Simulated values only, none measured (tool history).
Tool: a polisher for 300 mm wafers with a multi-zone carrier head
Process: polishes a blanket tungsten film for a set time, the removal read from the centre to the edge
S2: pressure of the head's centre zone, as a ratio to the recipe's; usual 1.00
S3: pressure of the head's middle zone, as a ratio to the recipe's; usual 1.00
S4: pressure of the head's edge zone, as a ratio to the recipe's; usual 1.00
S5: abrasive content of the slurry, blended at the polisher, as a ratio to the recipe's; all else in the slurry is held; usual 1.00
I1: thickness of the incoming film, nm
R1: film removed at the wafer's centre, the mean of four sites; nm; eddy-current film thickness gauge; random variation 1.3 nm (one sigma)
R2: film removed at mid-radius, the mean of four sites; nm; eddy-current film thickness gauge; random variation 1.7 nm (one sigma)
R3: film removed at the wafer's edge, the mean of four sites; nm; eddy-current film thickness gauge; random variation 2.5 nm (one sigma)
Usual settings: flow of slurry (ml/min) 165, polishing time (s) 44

run 1 hour=0.0 | flow_of_slurry_(ml/min)=165 S2=1.00 S3=1.00 S4=1.00 S5=1.00 polishing_time_(s)=44 | I1=707.7 | R1=204.6 R2=205.3 R3=215.9
run 2 hour=36.1 | flow_of_slurry_(ml/min)=165 S2=0.93 S3=0.91 S4=1.00 S5=1.00 polishing_time_(s)=54 | I1=711.3 | R1=231.3 R2=235.9 R3=263.1
run 3 hour=86.1 | flow_of_slurry_(ml/min)=210 S2=1.00 S3=1.11 S4=1.11 S5=1.10 polishing_time_(s)=44 | I1=699.8 | R1=228.9 R2=242.2 R3=246.1
run 4 hour=165.3 | flow_of_slurry_(ml/min)=165 S2=0.91 S3=1.00 S4=1.00 S5=1.00 polishing_time_(s)=44 | I1=698.4 | R1=192.2 R2=209.1 R3=218.1
run 5 hour=227.0 | flow_of_slurry_(ml/min)=130 S2=1.00 S3=0.90 S4=1.00 S5=1.15 polishing_time_(s)=55 | I1=697.8 | R1=257.5 R2=232.2 R3=274.9
run 6 hour=277.1 | flow_of_slurry_(ml/min)=165 S2=1.00 S3=1.00 S4=1.00 S5=1.00 polishing_time_(s)=44 | I1=711.2 | R1=209.5 R2=208.2 R3=216.3
run 7 hour=313.9 | flow_of_slurry_(ml/min)=165 S2=1.00 S3=1.00 S4=1.00 S5=1.00 polishing_time_(s)=54 | I1=694.8 | R1=254.1 R2=257.3 R3=266.0
run 8 hour=384.1 | flow_of_slurry_(ml/min)=195 S2=1.08 S3=0.90 S4=1.00 S5=1.00 polishing_time_(s)=44 | I1=702.5 | R1=236.5 R2=195.6 R3=216.2
run 9 hour=470.9 | flow_of_slurry_(ml/min)=165 S2=1.00 S3=1.07 S4=0.90 S5=0.75 polishing_time_(s)=33 | I1=693.1 | R1=143.3 R2=149.1 R3=142.4
run 10 hour=568.0 | flow_of_slurry_(ml/min)=165 S2=1.00 S3=1.00 S4=1.10 S5=1.00 polishing_time_(s)=44 | I1=692.0 | R1=210.3 R2=203.2 R3=225.8
run 11 hour=674.7 | flow_of_slurry_(ml/min)=165 S2=1.00 S3=1.00 S4=1.00 S5=0.90 polishing_time_(s)=44 | I1=695.7 | R1=198.4 R2=195.0 R3=208.0
run 12 hour=740.7 | flow_of_slurry_(ml/min)=210 S2=1.00 S3=1.11 S4=1.11 S5=1.10 polishing_time_(s)=44 | I1=692.9 | R1=221.3 R2=238.2 R3=238.7
run 13 hour=818.6 | flow_of_slurry_(ml/min)=165 S2=1.00 S3=1.00 S4=1.09 S5=1.00 polishing_time_(s)=57 | I1=697.2 | R1=264.1 R2=263.1 R3=289.4
run 14 hour=900.2 | flow_of_slurry_(ml/min)=165 S2=1.00 S3=1.00 S4=1.00 S5=1.00 polishing_time_(s)=44 | I1=692.1 | R1=202.1 R2=199.0 R3=214.1
run 15 hour=983.0 | flow_of_slurry_(ml/min)=190 S2=1.08 S3=1.00 S4=1.00 S5=1.00 polishing_time_(s)=44 | I1=698.0 | R1=237.1 R2=216.1 R3=226.1
run 16 hour=1030.4 | flow_of_slurry_(ml/min)=165 S2=1.00 S3=1.00 S4=1.00 S5=1.00 polishing_time_(s)=44 | I1=693.8 | R1=211.5 R2=209.1 R3=215.7
run 17 hour=1129.1 | flow_of_slurry_(ml/min)=210 S2=1.00 S3=1.00 S4=0.94 S5=0.70 polishing_time_(s)=44 | I1=685.5 | R1=199.3 R2=197.4 R3=199.0
run 18 hour=1205.7 | flow_of_slurry_(ml/min)=140 S2=1.00 S3=1.00 S4=1.00 S5=1.00 polishing_time_(s)=44 | I1=703.9 | R1=204.8 R2=202.1 R3=212.6
run 19 hour=1276.1 | flow_of_slurry_(ml/min)=190 S2=1.00 S3=1.00 S4=1.00 S5=1.25 polishing_time_(s)=44 | I1=696.8 | R1=231.9 R2=224.3 R3=234.0
run 20 hour=1420.3 | flow_of_slurry_(ml/min)=115 S2=1.00 S3=1.00 S4=1.00 S5=1.00 polishing_time_(s)=44 | I1=695.7 | R1=188.9 R2=187.6 R3=204.5
run 21 hour=1527.1 | flow_of_slurry_(ml/min)=215 S2=1.00 S3=1.00 S4=0.92 S5=1.25 polishing_time_(s)=35 | I1=709.2 | R1=187.7 R2=183.5 R3=182.0
run 22 hour=1632.1 | flow_of_slurry_(ml/min)=110 S2=1.00 S3=1.08 S4=1.00 S5=1.00 polishing_time_(s)=44 | I1=691.4 | R1=178.8 R2=193.8 R3=201.3

Not shown: 12 entries that the log had between the listed runs. Between which runs, and how does the tool's hidden state differ before and after?
Between runs 1 and 2: edge zone pressure recalibrated (hour 12.4); worn pad replaced by a new one (hour 22.2)
  slurry flow missing at the pad, %: 12.1 -> 13.2
  measured less the result without the state, R1: -6.1 -> -7.8 nm; R2: -5.5 -> -7.0 nm; R3: -4.1 -> -5.6 nm
Between runs 2 and 3: slurry nozzle cleaned (hour 80.2); centre zone pressure recalibrated (hour 83.6)
  slurry flow missing at the pad, %: 13.2 -> 3.66
  measured less the result without the state, R1: -7.8 -> -1.5 nm; R2: -7.0 -> -1.4 nm; R3: -5.6 -> -1.0 nm
Between runs 9 and 10: carrier head's membrane replaced by a new one (hour 558.4)
  slurry flow missing at the pad, %: 6.92 -> 8.74
  measured less the result without the state, R1: -2.3 -> -4.4 nm; R2: -2.1 -> -3.8 nm; R3: -1.5 -> -3.0 nm
Between runs 10 and 11: worn pad replaced by a new one (hour 580.2); centre zone pressure recalibrated (hour 639.0)
  slurry flow missing at the pad, %: 8.74 -> 11.2
  measured less the result without the state, R1: -4.4 -> -5.5 nm; R2: -3.8 -> -4.8 nm; R3: -3.0 -> -3.6 nm
Between runs 14 and 15: slurry nozzle cleaned (hour 924.2)
  slurry flow missing at the pad, %: 18 -> 0.185
  measured less the result without the state, R1: -10.0 -> +0.0 nm; R2: -8.6 -> +0.0 nm; R3: -6.6 -> +0.0 nm
Between runs 18 and 19: centre zone pressure recalibrated (hour 1231.6); edge zone pressure recalibrated (hour 1259.7)
  slurry flow missing at the pad, %: 1.81 -> 2.76
  measured less the result without the state, R1: -1.0 -> -1.2 nm; R2: -0.8 -> -1.0 nm; R3: -0.6 -> -0.8 nm
Between runs 19 and 20: worn pad replaced by a new one (hour 1295.3)
  slurry flow missing at the pad, %: 2.76 -> 5.37
  measured less the result without the state, R1: -1.2 -> -3.5 nm; R2: -1.0 -> -3.0 nm; R3: -0.8 -> -2.2 nm
Between runs 21 and 22: carrier head's membrane replaced by a new one (hour 1591.2)
  slurry flow missing at the pad, %: 7.88 -> 10.8
  measured less the result without the state, R1: -2.6 -> -7.6 nm; R2: -2.3 -> -7.0 nm; R3: -1.7 -> -4.9 nm
